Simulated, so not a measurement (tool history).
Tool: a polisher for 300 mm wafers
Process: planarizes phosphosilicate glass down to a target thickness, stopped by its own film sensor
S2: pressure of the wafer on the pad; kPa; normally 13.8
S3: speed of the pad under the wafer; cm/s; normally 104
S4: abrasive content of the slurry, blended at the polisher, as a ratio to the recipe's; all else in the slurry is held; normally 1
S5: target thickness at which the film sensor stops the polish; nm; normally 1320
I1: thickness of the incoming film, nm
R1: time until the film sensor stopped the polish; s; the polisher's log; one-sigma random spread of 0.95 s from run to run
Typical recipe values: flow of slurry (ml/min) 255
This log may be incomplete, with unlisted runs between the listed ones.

{"run": 1, "day": 0.0, "flow of slurry (ml/min)": 255, "S2": 13.8, "S3": 86, "S4": 1, "S5": 1320, "I1": 1793.7, "R1": 102.7}
{"run": 2, "day": 0.404, "flow of slurry (ml/min)": 255, "S2": 13.8, "S3": 86, "S4": 1, "S5": 1320, "I1": 1776.4, "R1": 100.2}
{"day": 0.567, "done": "conditioning disc replaced and pad reconditioned"}
{"run": 3, "day": 0.658, "flow of slurry (ml/min)": 255, "S2": 13.8, "S3": 86, "S4": 1, "S5": 1320, "I1": 1816.1, "R1": 108.7}
{"run": 4, "day": 1.217, "flow of slurry (ml/min)": 255, "S2": 13.8, "S3": 104, "S4": 1, "S5": 1271, "I1": 1819.2, "R1": 104.6}
{"day": 1.442, "done": "worn pad replaced by a new one"}
{"run": 5, "day": 1.567, "flow of slurry (ml/min)": 255, "S2": 13.8, "S3": 104, "S4": 1, "S5": 1271, "I1": 1773.5, "R1": 84.8}
{"run": 6, "day": 2.096, "flow of slurry (ml/min)": 320, "S2": 13.8, "S3": 104, "S4": 1, "S5": 1393, "I1": 1822, "R1": 75.8}
{"run": 7, "day": 2.521, "flow of slurry (ml/min)": 255, "S2": 13.8, "S3": 118, "S4": 1, "S5": 1320, "I1": 1797.1, "R1": 79}
{"day": 2.996, "done": "head pressure recalibrated"}
{"run": 8, "day": 3.017, "flow of slurry (ml/min)": 210, "S2": 13.8, "S3": 132, "S4": 1, "S5": 1320, "I1": 1808.7, "R1": 75.7}
{"run": 9, "day": 3.546, "flow of slurry (ml/min)": 255, "S2": 9.7, "S3": 104, "S4": 1, "S5": 1320, "I1": 1816.8, "R1": 134.4}
{"run": 10, "day": 4.108, "flow of slurry (ml/min)": 195, "S2": 13.8, "S3": 104, "S4": 1, "S5": 1178, "I1": 1804.8, "R1": 121.1}
{"day": 4.525, "done": "worn pad replaced by a new one"}
{"run": 11, "day": 4.546, "flow of slurry (ml/min)": 255, "S2": 16.5, "S3": 104, "S4": 1, "S5": 1205, "I1": 1825.1, "R1": 85}
{"day": 5.067, "done": "slurry nozzle cleaned"}
{"run": 12, "day": 5.088, "flow of slurry (ml/min)": 255, "S2": 13.8, "S3": 104, "S4": 1, "S5": 1271, "I1": 1789.6, "R1": 90.8}
{"day": 5.317, "done": "slurry blender recalibrated"}
{"run": 13, "day": 5.617, "flow of slurry (ml/min)": 180, "S2": 13.8, "S3": 104, "S4": 1, "S5": 1320, "I1": 1793.6, "R1": 88}
{"run": 14, "day": 6.075, "flow of slurry (ml/min)": 255, "S2": 9.7, "S3": 124, "S4": 1, "S5": 1463, "I1": 1798.9, "R1": 76}
{"run": 15, "day": 6.542, "flow of slurry (ml/min)": 180, "S2": 13.8, "S3": 104, "S4": 1, "S5": 1320, "I1": 1828.8, "R1": 96.3}
{"run": 16, "day": 6.812, "flow of slurry (ml/min)": 255, "S2": 13.8, "S3": 82, "S4": 1, "S5": 1320, "I1": 1781.2, "R1": 103.9}
{"day": 7.554, "done": "worn pad replaced by a new one"}
{"run": 17, "day": 7.575, "flow of slurry (ml/min)": 255, "S2": 13.8, "S3": 104, "S4": 1, "S5": 1259, "I1": 1797.2, "R1": 87.3}
{"run": 18, "day": 7.779, "flow of slurry (ml/min)": 255, "S2": 13.8, "S3": 104, "S4": 0.85, "S5": 1320, "I1": 1819.2, "R1": 90.8}
{"run": 19, "day": 8.342, "flow of slurry (ml/min)": 255, "S2": 13.8, "S3": 74, "S4": 1, "S5": 1320, "I1": 1809.8, "R1": 114.4}
{"run": 20, "day": 8.867, "flow of slurry (ml/min)": 305, "S2": 12.4, "S3": 104, "S4": 0.75, "S5": 1182, "I1": 1767.9, "R1": 132}
{"run": 21, "day": 9.388, "flow of slurry (ml/min)": 255, "S2": 13.8, "S3": 114, "S4": 1, "S5": 1320, "I1": 1794.3, "R1": 80}
{"run": 22, "day": 9.729, "flow of slurry (ml/min)": 255, "S2": 13.8, "S3": 104, "S4": 1, "S5": 1320, "I1": 1804.6, "R1": 91.2}
{"day": 10.446, "done": "worn pad replaced by a new one"}
{"run": 23, "day": 10.467, "flow of slurry (ml/min)": 295, "S2": 13.8, "S3": 104, "S4": 1, "S5": 1199, "I1": 1795.8, "R1": 97}
{"run": 24, "day": 10.867, "flow of slurry (ml/min)": 255, "S2": 13.8, "S3": 104, "S4": 1, "S5": 1320, "I1": 1785.8, "R1": 80.3}

Below are 5 alternative next runs, each starting from the tool's condition after run 24. Predict each:
{"run": "A", "day": 10.888, "flow of slurry (ml/min)": 255, "S2": 13.8, "S3": 104, "S4": 1, "S5": 1320, "I1": 1805.7, "R1": "?"}
{"run": "B", "day": 10.888, "flow of slurry (ml/min)": 300, "S2": 11, "S3": 76, "S4": 1.15, "S5": 1320, "I1": 1805.7, "R1": "?"}
{"run": "C", "day": 10.888, "flow of slurry (ml/min)": 255, "S2": 13.8, "S3": 92, "S4": 0.9, "S5": 1320, "I1": 1805.7, "R1": "?"}
{"run": "D", "day": 10.888, "flow of slurry (ml/min)": 310, "S2": 13.8, "S3": 104, "S4": 1, "S5": 1320, "I1": 1805.7, "R1": "?"}
{"run": "E", "day": 10.888, "flow of slurry (ml/min)": 315, "S2": 11, "S3": 130, "S4": 0.9, "S5": 1320, "I1": 1805.7, "R1": "?"}

run=A R1=83.1
run=B R1=123.8
run=C R1=96.4
run=D R1=81.8
run=E R1=89.9
What these runs would have given with no unlogged condition in the tool:
run=A R1=78.6
run=B R1=117.2
run=C R1=91.2
run=D R1=77.5
run=E R1=85.1
